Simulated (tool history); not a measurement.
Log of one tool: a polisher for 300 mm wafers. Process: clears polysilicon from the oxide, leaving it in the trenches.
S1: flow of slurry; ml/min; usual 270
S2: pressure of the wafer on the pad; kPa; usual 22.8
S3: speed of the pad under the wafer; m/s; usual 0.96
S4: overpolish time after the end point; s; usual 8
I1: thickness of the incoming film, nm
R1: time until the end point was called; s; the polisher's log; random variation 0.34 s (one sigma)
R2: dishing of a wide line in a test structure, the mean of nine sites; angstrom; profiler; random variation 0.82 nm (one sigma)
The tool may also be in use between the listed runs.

run 1 hour=0 | S1=270 S2=22.8 S3=0.96 S4=8 | I1=391.7 | R1=24 R2=562
run 2 hour=27.3 | S1=270 S2=22.8 S3=0.96 S4=8 | I1=386.1 | R1=23.1 R2=562
run 3 hour=50.4 | S1=270 S2=22.8 S3=0.96 S4=8 | I1=384.8 | R1=24.2 R2=559
-- hour=55.5 worn pad replaced by a new one
run 4 hour=76.7 | S1=270 S2=22.8 S3=0.96 S4=8 | I1=388.5 | R1=23.7 R2=554
run 5 hour=96.7 | S1=295 S2=22.8 S3=0.76 S4=8 | I1=385.4 | R1=29 R2=528
run 6 hour=130.2 | S1=295 S2=22.8 S3=0.76 S4=8 | I1=389.7 | R1=29.6 R2=525
run 7 hour=151.8 | S1=295 S2=22.8 S3=0.76 S4=8 | I1=385.1 | R1=30.1 R2=536
-- hour=175.7 worn pad replaced by a new one
run 8 hour=176.2 | S1=270 S2=22.8 S3=0.96 S4=8 | I1=383.9 | R1=23.5 R2=556
run 9 hour=187.6 | S1=270 S2=22.8 S3=0.96 S4=8 | I1=389.1 | R1=24.4 R2=561
run 10 hour=200.2 | S1=270 S2=22.8 S3=0.96 S4=8 | I1=385.1 | R1=23.7 R2=574
run 11 hour=232.3 | S1=270 S2=22.8 S3=0.96 S4=8 | I1=393.9 | R1=24.8 R2=561
-- hour=272.1 head pressure recalibrated
run 12 hour=275.6 | S1=270 S2=18.6 S3=1.14 S4=8 | I1=396 | R1=27.5 R2=535
-- hour=285.6 worn pad replaced by a new one
run 13 hour=295.7 | S1=185 S2=22.8 S3=1.16 S4=8 | I1=394.4 | R1=23.5 R2=587
run 14 hour=323.9 | S1=270 S2=15.9 S3=1.3 S4=11 | I1=396.1 | R1=28 R2=591
run 15 hour=342.6 | S1=310 S2=28.3 S3=0.68 S4=8 | I1=383.7 | R1=29.4 R2=518
run 16 hour=362.2 | S1=325 S2=16.5 S3=0.78 S4=8 | I1=385.7 | R1=44.4 R2=446
run 17 hour=380.7 | S1=270 S2=16.5 S3=0.96 S4=3 | I1=391.9 | R1=36.9 R2=261
-- hour=400 head pressure recalibrated, repeated, since the last time left the tool worse
-- hour=402.1 worn pad replaced by a new one
run 18 hour=402.6 | S1=270 S2=22.8 S3=0.96 S4=8 | I1=394.6 | R1=23.3 R2=568
-- hour=419.2 slurry nozzle cleaned
run 19 hour=427.8 | S1=270 S2=30.3 S3=0.82 S4=8 | I1=384.1 | R1=20.3 R2=601
run 20 hour=440.2 | S1=270 S2=15.9 S3=0.96 S4=10 | I1=391.5 | R1=32.7 R2=537
-- hour=515.1 worn pad replaced by a new one
run 21 hour=540 | S1=185 S2=22.8 S3=1.16 S4=8 | I1=388.6 | R1=19.9 R2=587

Forecast each of these 3 alternatives for the next run:
run A hour=540.4 | S1=270 S2=22.8 S3=0.64 S4=8 | I1=394.3 | R1=? R2=?
run B hour=540.4 | S1=365 S2=14.5 S3=1.22 S4=3 | I1=394.3 | R1=? R2=?
run C hour=540.4 | S1=270 S2=24.8 S3=0.96 S4=13 | I1=394.3 | R1=? R2=?

run=A R1=34.9 R2=497
run=B R1=28 R2=321
run=C R1=21.3 R2=631
Without the tool's hidden state the same runs would have given:
run=A R1=33.8 R2=504
run=B R1=27.1 R2=329
run=C R1=20.6 R2=633
